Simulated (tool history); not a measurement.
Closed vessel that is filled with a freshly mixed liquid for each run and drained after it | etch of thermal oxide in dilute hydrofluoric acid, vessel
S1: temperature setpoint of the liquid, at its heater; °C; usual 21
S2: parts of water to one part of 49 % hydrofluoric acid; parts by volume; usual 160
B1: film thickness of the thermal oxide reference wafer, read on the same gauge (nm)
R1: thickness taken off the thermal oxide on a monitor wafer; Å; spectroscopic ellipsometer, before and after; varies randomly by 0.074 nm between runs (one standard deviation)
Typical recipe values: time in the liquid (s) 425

Run 1, hour 0: usual settings but time in the liquid (s) 500; B1 40.04. Result: R1 118 Å.
Run 2, hour 87.9: usual settings but time in the liquid (s) 500; B1 40.01. Result: R1 116.7 Å.
Run 3, hour 147.3: usual settings but time in the liquid (s) 500; B1 40. Result: R1 115.5 Å.
Run 4, hour 200.5: usual settings; B1 40.03. Result: R1 99 Å.
Run 5, hour 261.3: usual settings; B1 39.99. Result: R1 96.9 Å.
Run 6, hour 367.6: usual settings but S1 25 °C, S2 185 parts by volume; B1 40. Result: R1 96 Å.
Run 7, hour 450.8: usual settings but S1 25 °C, S2 185 parts by volume; B1 40. Result: R1 95.7 Å.
At hour 491.3: gauge calibrated.
Run 8, hour 525.2: usual settings; B1 40.01. Result: R1 96.6 Å.
Run 9, hour 596.2: usual settings; B1 39.99. Result: R1 97.8 Å.
At hour 672.2: thermometer replaced.
Run 10, hour 698: usual settings but S1 25.5 °C, S2 95 parts by volume, time in the liquid (s) 525; B1 40.01. Result: R1 284.8 Å.
Run 11, hour 764.6: usual settings; B1 40.02. Result: R1 106.2 Å.
Run 12, hour 800.8: usual settings; B1 39.99. Result: R1 106.2 Å.
Run 13, hour 862.1: usual settings but time in the liquid (s) 650; B1 40.01. Result: R1 159.6 Å.
Run 14, hour 941.8: usual settings but S1 25.5 °C, S2 220 parts by volume, time in the liquid (s) 220; B1 40. Result: R1 44 Å.

Run 15 has not been measured yet. What should we expect?
At hour 959.5: hydrofluoric acid flow meter replaced.
Run 15, hour 1030: usual settings but S2 80 parts by volume, time in the liquid (s) 300; B1 ?. Result: R1 ?.

B1: 40
R1: 163.4 Å
Were there no unlogged condition in the tool, this run, its random variation unchanged, would have produced R1 167.5 Å.

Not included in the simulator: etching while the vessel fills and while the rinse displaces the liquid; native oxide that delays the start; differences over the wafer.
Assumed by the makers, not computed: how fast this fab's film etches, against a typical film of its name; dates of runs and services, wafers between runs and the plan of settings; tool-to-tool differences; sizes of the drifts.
